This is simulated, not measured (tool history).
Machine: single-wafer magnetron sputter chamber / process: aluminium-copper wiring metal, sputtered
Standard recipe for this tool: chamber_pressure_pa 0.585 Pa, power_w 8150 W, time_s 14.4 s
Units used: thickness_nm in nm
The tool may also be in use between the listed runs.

run	hour	chamber_pressure_pa	power_w	time_s	read-back reference wafer on the same gauge, thickness_nm	thickness_nm
1	0.0	0.585	8150	12.7	208.958	171.116
2	24.9	0.585	6700	14.4	209.093	169.656
3	45.3	0.585	8150	14.4	208.860	195.129
4	74.5	0.585	8150	14.4	209.068	193.716
# hour 82.6: gauge calibrated
5	90.9	0.585	8150	14.4	209.082	193.990
6	121.1	0.585	8150	14.4	208.896	194.967
7	149.8	0.585	8150	14.4	209.043	191.294
8	163.0	0.585	8150	14.4	208.723	190.968
9	189.8	0.585	8150	14.4	208.906	189.635
10	223.3	0.585	8150	14.4	209.119	189.830
11	241.6	0.585	8150	14.4	208.924	187.270
12	261.5	0.585	8150	13.4	208.948	174.497
13	279.7	0.585	9450	14.4	208.901	210.499
# hour 299.9: magnet pack replaced, of another model than before
14	309.9	0.585	9150	14.4	208.893	202.606
15	329.4	0.585	8150	14.4	208.873	181.971
16	347.4	0.585	6150	16.6	208.829	169.975
17	359.5	0.585	8150	14.4	209.245	180.906
# hour 370.0: sputter target and shields replaced
# hour 371.0: capacitance manometer re-zeroed and calibrated
18	386.9	0.585	8150	14.4	208.795	195.246
# hour 409.2: gauge calibrated
19	418.9	0.585	8150	14.4	208.976	193.256
20	439.9	0.361	8150	14.4	209.158	219.341
21	467.8	0.766	8150	14.4	208.960	177.307
22	486.9	0.385	9700	12.8	208.804	220.030
23	515.6	0.585	8150	14.4	208.866	192.617

List, for all runs, the conditions of the tool that the log does not record:
true argon pressure above the setpoint (%): 0, the same for each run
gauge reads high (%): 0, the same for each run
H1: deposition rate above that of a new target (%)
run	H1
1	-0.502
2	-0.674
3	-0.851
4	-1.16
5	-1.37
6	-1.8
7	-2.27
8	-2.51
9	-3.05
10	-3.79
11	-4.24
12	-4.75
13	-5.25
14	-6.13
15	-6.74
16	-7.32
17	-7.73
18	-0.625
19	-0.709
20	-0.807
21	-0.992
22	-1.15
23	-1.45
